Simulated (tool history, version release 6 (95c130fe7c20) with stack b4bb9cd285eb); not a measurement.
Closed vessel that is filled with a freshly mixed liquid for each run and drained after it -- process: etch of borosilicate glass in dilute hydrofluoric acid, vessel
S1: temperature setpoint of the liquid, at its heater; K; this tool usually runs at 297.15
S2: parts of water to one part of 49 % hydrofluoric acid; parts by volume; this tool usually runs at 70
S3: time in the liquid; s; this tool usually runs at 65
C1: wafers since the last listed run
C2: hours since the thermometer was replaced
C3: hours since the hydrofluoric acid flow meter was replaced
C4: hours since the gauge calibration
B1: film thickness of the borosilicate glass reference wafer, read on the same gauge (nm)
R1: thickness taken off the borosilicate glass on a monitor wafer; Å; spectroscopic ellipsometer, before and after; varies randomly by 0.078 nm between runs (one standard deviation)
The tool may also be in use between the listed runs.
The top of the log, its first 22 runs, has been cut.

run    hour      S1  S2   S3     C1     C2     C3      C4      B1     R1
 23  1457.2  297.15  70  100   5174  467.9   58.5   942.5  149.99  260.7
 24  1579.7  297.15  60   40  14604  590.4  181.0  1065.0  149.99  122.3
 25  1636.0  297.15  90  105   6711  646.7  237.3  1121.3  150.00  203.8
 26  1691.0  297.15  70   65   6556  701.7  292.3  1176.3  150.00  165.8
 27  1734.1  297.15  70   65   5138  744.8  335.4  1219.4  150.01  164.4
     1752.7  -- thermometer replaced
 28  1935.4  297.15  70   65  23879  182.7  536.7  1420.7  150.01  173.3
 29  2005.9  293.65  40  100   8404  253.2  607.2  1491.2  150.01  417.0
 30  2053.9  301.15  70   80   5722  301.2  655.2  1539.2  149.99  249.2
 31  2100.2  293.65  50   85   5519  347.5  701.5  1585.5  150.01  276.7
 32  2164.4  297.15  70   65   7653  411.7  765.7  1649.7  149.99  170.2
 33  2213.7  297.15  40   65   5877  461.0  815.0  1699.0  149.98  309.7

Here are 3 independent what-if runs from the current tool condition. What would each one return?
  A  2214.4  294.65  70  65  83  461.7  815.7  1699.7   ?   ?
  B  2214.4  298.65  95  95  83  461.7  815.7  1699.7   ?   ?
  C  2214.4  295.65  50  45  83  461.7  815.7  1699.7   ?   ?

run      B1     R1
  A  150.00  152.9
  B  150.00  187.9
  C  150.00  158.3
With the hidden condition removed and each run's random variation left untouched, the same runs would have given:
run     R1
  A  159.7
  B  195.9
  C  165.4
